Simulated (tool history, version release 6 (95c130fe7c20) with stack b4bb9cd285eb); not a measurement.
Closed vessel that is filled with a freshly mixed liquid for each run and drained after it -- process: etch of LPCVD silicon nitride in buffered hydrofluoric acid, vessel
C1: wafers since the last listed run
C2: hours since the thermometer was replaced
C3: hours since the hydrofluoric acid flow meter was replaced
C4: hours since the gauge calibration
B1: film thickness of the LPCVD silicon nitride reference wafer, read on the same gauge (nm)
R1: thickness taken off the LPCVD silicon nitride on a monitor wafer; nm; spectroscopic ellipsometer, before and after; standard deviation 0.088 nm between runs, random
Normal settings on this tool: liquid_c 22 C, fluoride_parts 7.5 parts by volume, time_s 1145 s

Run 1, hour 0: usual settings; C1 0; C2 1953.7; C3 71.9; C4 502.7; B1 110.02. Result: R1 22.36 nm.
Run 2, hour 25.8: usual settings; C1 1561; C2 1979.5; C3 97.7; C4 528.5; B1 109.98. Result: R1 22.66 nm.
Run 3, hour 56.9: usual settings; C1 1882; C2 2010.6; C3 128.8; C4 559.6; B1 109.99. Result: R1 22.71 nm.
Run 4, hour 105.3: usual settings; C1 2929; C2 2059; C3 177.2; C4 608; B1 110. Result: R1 22.53 nm.
Run 5, hour 146.5: usual settings; C1 2493; C2 2100.2; C3 218.4; C4 649.2; B1 109.99. Result: R1 22.75 nm.
Run 6, hour 189.1: usual settings; C1 2578; C2 2142.8; C3 261; C4 691.8; B1 110.02. Result: R1 22.88 nm.
Run 7, hour 252.9: usual settings; C1 3861; C2 2206.6; C3 324.8; C4 755.6; B1 109.98. Result: R1 22.94 nm.
At hour 285.9: hydrofluoric acid flow meter replaced.
Run 8, hour 306.7: usual settings but fluoride_parts 6 parts by volume; C1 3195; C2 2260.4; C3 20.8; C4 809.4; B1 109.99. Result: R1 27.52 nm.
Run 9, hour 341.5: usual settings but fluoride_parts 5.5 parts by volume; C1 2106; C2 2295.2; C3 55.6; C4 844.2; B1 110.02. Result: R1 29.72 nm.
Run 10, hour 408.4: usual settings but time_s 765 s; C1 4049; C2 2362.1; C3 122.5; C4 911.1; B1 110. Result: R1 15.11 nm.
Run 11, hour 470.1: usual settings but time_s 765 s; C1 3734; C2 2423.8; C3 184.2; C4 972.8; B1 109.99. Result: R1 15.18 nm.
At hour 524.4: gauge calibrated.
Run 12, hour 530: usual settings but time_s 765 s; C1 3625; C2 2483.7; C3 244.1; C4 5.6; B1 110.01. Result: R1 15.3 nm.
Run 13, hour 567.7: usual settings but fluoride_parts 9.5 parts by volume; C1 2281; C2 2521.4; C3 281.8; C4 43.3; B1 110.03. Result: R1 17.97 nm.
At hour 625.4: thermometer replaced.
At hour 660.5: hydrofluoric acid flow meter replaced.
Run 14, hour 708.7: usual settings but fluoride_parts 9.5 parts by volume; C1 8412; C2 83.3; C3 48.2; C4 184.3; B1 109.99. Result: R1 18.3 nm.
Run 15, hour 747.6: usual settings but fluoride_parts 9.5 parts by volume; C1 2354; C2 122.2; C3 87.1; C4 223.2; B1 110.01. Result: R1 18.27 nm.
Run 16, hour 780: usual settings but fluoride_parts 5 parts by volume; C1 1960; C2 154.6; C3 119.5; C4 255.6; B1 110. Result: R1 33.32 nm.
Run 17, hour 811.3: usual settings but liquid_c 26.5 C, fluoride_parts 5.5 parts by volume, time_s 735 s; C1 1894; C2 185.9; C3 150.8; C4 286.9; B1 110. Result: R1 25.3 nm.
Run 18, hour 858.6: usual settings; C1 2862; C2 233.2; C3 198.1; C4 334.2; B1 109.99. Result: R1 23.54 nm.
Run 19, hour 942.2: usual settings but liquid_c 19.5 C, fluoride_parts 8.5 parts by volume, time_s 495 s; C1 5059; C2 316.8; C3 281.7; C4 417.8; B1 110.02. Result: R1 7.8 nm.
Run 20, hour 982.6: usual settings but liquid_c 19 C, fluoride_parts 8.5 parts by volume, time_s 590 s; C1 2445; C2 357.2; C3 322.1; C4 458.2; B1 110.01. Result: R1 9 nm.
Run 21, hour 1033.8: usual settings but liquid_c 18 C, fluoride_parts 6 parts by volume; C1 3098; C2 408.4; C3 373.3; C4 509.4; B1 110. Result: R1 23.07 nm.
Run 22, hour 1079.8: usual settings but liquid_c 18.5 C, time_s 1500 s; C1 2784; C2 454.4; C3 419.3; C4 555.4; B1 109.99. Result: R1 25.47 nm.
At hour 1128.5: hydrofluoric acid flow meter replaced.
Run 23, hour 1134.9: usual settings but fluoride_parts 9 parts by volume, time_s 1485 s; C1 3274; C2 509.5; C3 6.4; C4 610.5; B1 110.01. Result: R1 24.38 nm.
Run 24, hour 1163.3: usual settings but liquid_c 19 C, time_s 1320 s; C1 1718; C2 537.9; C3 34.8; C4 638.9; B1 110. Result: R1 22.22 nm.
Run 25, hour 1188.4: usual settings; C1 1519; C2 563; C3 59.9; C4 664; B1 109.98. Result: R1 23 nm.
Run 26, hour 1231.7: usual settings; C1 2620; C2 606.3; C3 103.2; C4 707.3; B1 110.02. Result: R1 23.06 nm.

Run 27 has not been measured yet. What should we expect?
Run 27, hour 1299.3: usual settings but time_s 1715 s; C1 4091; C2 673.9; C3 170.8; C4 774.9; B1 ?. Result: R1 ?.

B1: 109.99
R1: 34.64 nm
Without the tool's hidden state the same run would have given R1 34.5 nm.
